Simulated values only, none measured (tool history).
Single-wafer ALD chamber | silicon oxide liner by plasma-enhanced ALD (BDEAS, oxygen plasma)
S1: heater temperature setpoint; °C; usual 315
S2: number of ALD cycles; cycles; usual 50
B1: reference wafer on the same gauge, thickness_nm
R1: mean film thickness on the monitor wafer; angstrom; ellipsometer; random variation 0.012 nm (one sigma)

run 1 hour=0.0 | S1=315 S2=50 | B1=4.534 | R1=48.08
run 2 hour=156.8 | S1=323 S2=50 | B1=4.534 | R1=47.80
run 3 hour=181.7 | S1=323 S2=50 | B1=4.534 | R1=47.87
-- hour=218.9 thermocouple changed; heater temperature recalibrated
run 4 hour=219.4 | S1=315 S2=50 | B1=4.535 | R1=48.09
run 5 hour=265.2 | S1=315 S2=50 | B1=4.538 | R1=48.31
run 6 hour=330.6 | S1=315 S2=50 | B1=4.539 | R1=48.30
run 7 hour=384.8 | S1=315 S2=50 | B1=4.538 | R1=48.15
run 8 hour=428.6 | S1=315 S2=50 | B1=4.540 | R1=48.29
run 9 hour=597.3 | S1=321 S2=54 | B1=4.543 | R1=51.62
run 10 hour=627.4 | S1=326 S2=50 | B1=4.543 | R1=47.50
run 11 hour=674.1 | S1=326 S2=50 | B1=4.541 | R1=47.55
run 12 hour=711.9 | S1=315 S2=50 | B1=4.544 | R1=48.17
run 13 hour=753.6 | S1=315 S2=50 | B1=4.540 | R1=48.20
run 14 hour=957.1 | S1=315 S2=50 | B1=4.544 | R1=48.22
run 15 hour=1116.8 | S1=315 S2=50 | B1=4.544 | R1=48.46
run 16 hour=1141.7 | S1=315 S2=58 | B1=4.545 | R1=56.25
run 17 hour=1189.0 | S1=315 S2=58 | B1=4.548 | R1=56.15
run 18 hour=1226.2 | S1=315 S2=50 | B1=4.545 | R1=48.31
run 19 hour=1288.4 | S1=315 S2=50 | B1=4.546 | R1=48.45
run 20 hour=1317.5 | S1=315 S2=56 | B1=4.546 | R1=54.01
run 21 hour=1380.1 | S1=315 S2=58 | B1=4.546 | R1=55.84
run 22 hour=1440.2 | S1=321 S2=58 | B1=4.545 | R1=55.61
run 23 hour=1465.6 | S1=328 S2=50 | B1=4.547 | R1=47.44
-- hour=1512.7 thermocouple changed; heater temperature recalibrated
run 24 hour=1513.2 | S1=315 S2=50 | B1=4.546 | R1=48.20
-- hour=1628.5 gauge calibrated
run 25 hour=1722.1 | S1=315 S2=50 | B1=4.470 | R1=47.44
run 26 hour=1779.9 | S1=315 S2=43 | B1=4.473 | R1=40.88
run 27 hour=1850.2 | S1=310 S2=50 | B1=4.481 | R1=48.00
run 28 hour=1896.2 | S1=306 S2=50 | B1=4.484 | R1=48.10
run 29 hour=1954.3 | S1=327 S2=54 | B1=4.490 | R1=50.67
run 30 hour=1987.4 | S1=311 S2=55 | B1=4.492 | R1=52.71
run 31 hour=2032.2 | S1=315 S2=50 | B1=4.494 | R1=47.75
run 32 hour=2093.8 | S1=328 S2=58 | B1=4.496 | R1=54.46
run 33 hour=2165.5 | S1=322 S2=50 | B1=4.504 | R1=47.53
run 34 hour=2190.7 | S1=308 S2=59 | B1=4.508 | R1=56.92
run 35 hour=2230.9 | S1=327 S2=43 | B1=4.507 | R1=40.61
run 36 hour=2290.5 | S1=315 S2=50 | B1=4.509 | R1=47.81
run 37 hour=2351.9 | S1=309 S2=58 | B1=4.510 | R1=56.09
run 38 hour=2409.6 | S1=322 S2=46 | B1=4.515 | R1=43.79

Some steps in R1 between neighbouring runs. How much of each would the tool show without its hidden state too (settings, what came in, random variation), and how much is left for the hidden state, with any gauge scatter that isn't in both results?
The hidden state here: wafer temperature above the value expected at the setpoint (K); gauge reads high (%).
Run 15 -> 16: S2 50 -> 58. R1 +7.79 angstrom: hidden state +0.15, all else +7.64.
Run 22 -> 23: S1 321 -> 328, S2 58 -> 50. R1 -8.17 angstrom: hidden state -0.16, all else -8.01.
Run 24 -> 25: gauge calibrated. R1 -0.76 angstrom: hidden state -0.82, all else +0.06.
Run 33 -> 34: S1 322 -> 308, S2 50 -> 59. R1 +9.39 angstrom: hidden state +0.10, all else +9.29.
Run 34 -> 35: S1 308 -> 327, S2 59 -> 43. R1 -16.31 angstrom: hidden state -0.13, all else -16.18.
Run 37 -> 38: S1 309 -> 322, S2 58 -> 46. R1 -12.30 angstrom: hidden state -0.11, all else -12.19.

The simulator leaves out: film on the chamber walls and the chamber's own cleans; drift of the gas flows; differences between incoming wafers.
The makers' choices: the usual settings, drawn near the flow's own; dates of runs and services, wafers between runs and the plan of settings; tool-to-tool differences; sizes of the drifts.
